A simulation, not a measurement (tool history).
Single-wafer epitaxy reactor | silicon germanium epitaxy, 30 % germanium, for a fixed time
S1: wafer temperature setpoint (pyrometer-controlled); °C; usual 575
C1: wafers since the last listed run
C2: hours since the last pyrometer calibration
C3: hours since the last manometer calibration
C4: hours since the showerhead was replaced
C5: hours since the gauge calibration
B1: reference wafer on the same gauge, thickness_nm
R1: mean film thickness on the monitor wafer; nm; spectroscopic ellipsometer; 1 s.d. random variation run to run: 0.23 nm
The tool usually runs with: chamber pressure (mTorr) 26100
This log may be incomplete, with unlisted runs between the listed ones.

run 1 hour=0 | S1=575 chamber_pressure_(mTorr)=26100 | C1=0 C2=1445.5 C3=1013.8 C4=4269 C5=1187.7 | B1=43.25 | R1=43.367
-- hour=17 gauge calibrated
run 2 hour=50.2 | S1=569 chamber_pressure_(mTorr)=26100 | C1=773 C2=1495.7 C3=1064 C4=4319.2 C5=33.2 | B1=43.209 | R1=38.096
run 3 hour=130.1 | S1=569 chamber_pressure_(mTorr)=26100 | C1=1230 C2=1575.6 C3=1143.9 C4=4399.1 C5=113.1 | B1=43.17 | R1=37.837
run 4 hour=176.9 | S1=569 chamber_pressure_(mTorr)=26100 | C1=720 C2=1622.4 C3=1190.7 C4=4445.9 C5=159.9 | B1=43.265 | R1=38.33
run 5 hour=221.5 | S1=575 chamber_pressure_(mTorr)=26100 | C1=687 C2=1667 C3=1235.3 C4=4490.5 C5=204.5 | B1=43.217 | R1=43.272
run 6 hour=310.8 | S1=575 chamber_pressure_(mTorr)=26100 | C1=1375 C2=1756.3 C3=1324.6 C4=4579.8 C5=293.8 | B1=43.134 | R1=43.685
run 7 hour=385.9 | S1=575 chamber_pressure_(mTorr)=26100 | C1=1156 C2=1831.4 C3=1399.7 C4=4654.9 C5=368.9 | B1=43.146 | R1=43.453
run 8 hour=444 | S1=575 chamber_pressure_(mTorr)=26100 | C1=895 C2=1889.5 C3=1457.8 C4=4713 C5=427 | B1=43.16 | R1=43.682
run 9 hour=511.9 | S1=575 chamber_pressure_(mTorr)=26100 | C1=1046 C2=1957.4 C3=1525.7 C4=4780.9 C5=494.9 | B1=43.147 | R1=43.478
run 10 hour=575.8 | S1=575 chamber_pressure_(mTorr)=26100 | C1=984 C2=2021.3 C3=1589.6 C4=4844.8 C5=558.8 | B1=43.198 | R1=43.78
run 11 hour=628.1 | S1=575 chamber_pressure_(mTorr)=26100 | C1=805 C2=2073.6 C3=1641.9 C4=4897.1 C5=611.1 | B1=43.265 | R1=43.554
run 12 hour=716 | S1=575 chamber_pressure_(mTorr)=23500 | C1=1354 C2=2161.5 C3=1729.8 C4=4985 C5=699 | B1=43.069 | R1=42.668
run 13 hour=799.4 | S1=575 chamber_pressure_(mTorr)=23500 | C1=1284 C2=2244.9 C3=1813.2 C4=5068.4 C5=782.4 | B1=43.214 | R1=42.403
run 14 hour=894 | S1=578 chamber_pressure_(mTorr)=28400 | C1=1457 C2=2339.5 C3=1907.8 C4=5163 C5=877 | B1=43.231 | R1=47.982
-- hour=974.8 pyrometer calibrated
run 15 hour=979.9 | S1=560 chamber_pressure_(mTorr)=26100 | C1=1200 C2=5.1 C3=1993.7 C4=5248.9 C5=962.9 | B1=43.256 | R1=31.3
-- hour=1001.1 showerhead replaced
run 16 hour=1035.8 | S1=575 chamber_pressure_(mTorr)=26100 | C1=737 C2=61 C3=2049.6 C4=34.7 C5=1018.8 | B1=43.182 | R1=43.441
-- hour=1124.6 gauge calibrated
run 17 hour=1317 | S1=584 chamber_pressure_(mTorr)=22100 | C1=4332 C2=342.2 C3=2330.8 C4=315.9 C5=192.4 | B1=43.144 | R1=50.432
run 18 hour=1401.8 | S1=575 chamber_pressure_(mTorr)=22700 | C1=1306 C2=427 C3=2415.6 C4=400.7 C5=277.2 | B1=43.279 | R1=41.723
run 19 hour=1460.3 | S1=583 chamber_pressure_(mTorr)=30100 | C1=901 C2=485.5 C3=2474.1 C4=459.2 C5=335.7 | B1=43.174 | R1=54.451
run 20 hour=1524 | S1=575 chamber_pressure_(mTorr)=26100 | C1=981 C2=549.2 C3=2537.8 C4=522.9 C5=399.4 | B1=43.318 | R1=43.166
run 21 hour=1586.7 | S1=575 chamber_pressure_(mTorr)=26100 | C1=965 C2=611.9 C3=2600.5 C4=585.6 C5=462.1 | B1=43.19 | R1=43.345
run 22 hour=1683.1 | S1=569 chamber_pressure_(mTorr)=30700 | C1=1485 C2=708.3 C3=2696.9 C4=682 C5=558.5 | B1=43.182 | R1=39.923
-- hour=1736.6 capacitance manometer re-zeroed and calibrated
run 23 hour=1742.4 | S1=568 chamber_pressure_(mTorr)=23200 | C1=790 C2=767.6 C3=5.8 C4=741.3 C5=617.8 | B1=43.104 | R1=35.954
run 24 hour=1830.3 | S1=575 chamber_pressure_(mTorr)=21000 | C1=1354 C2=855.5 C3=93.7 C4=829.2 C5=705.7 | B1=43.202 | R1=40.479
run 25 hour=1996.8 | S1=575 chamber_pressure_(mTorr)=26100 | C1=2565 C2=1022 C3=260.2 C4=995.7 C5=872.2 | B1=43.227 | R1=43.418
run 26 hour=2043.6 | S1=569 chamber_pressure_(mTorr)=29300 | C1=720 C2=1068.8 C3=307 C4=1042.5 C5=919 | B1=43.178 | R1=39.372
run 27 hour=2119.6 | S1=575 chamber_pressure_(mTorr)=26100 | C1=1170 C2=1144.8 C3=383 C4=1118.5 C5=995 | B1=43.252 | R1=43.773
run 28 hour=2200.7 | S1=570 chamber_pressure_(mTorr)=21500 | C1=1249 C2=1225.9 C3=464.1 C4=1199.6 C5=1076.1 | B1=43.211 | R1=36.933
run 29 hour=2290.9 | S1=575 chamber_pressure_(mTorr)=22100 | C1=1389 C2=1316.1 C3=554.3 C4=1289.8 C5=1166.3 | B1=43.195 | R1=41.507

The tool's hidden state at each run:
wafer temperature above the value expected at the setpoint (K): 0, the same for each run
true pressure above the setpoint (%): 0, the same for each run
gauge reads high (%): 0, the same for each run
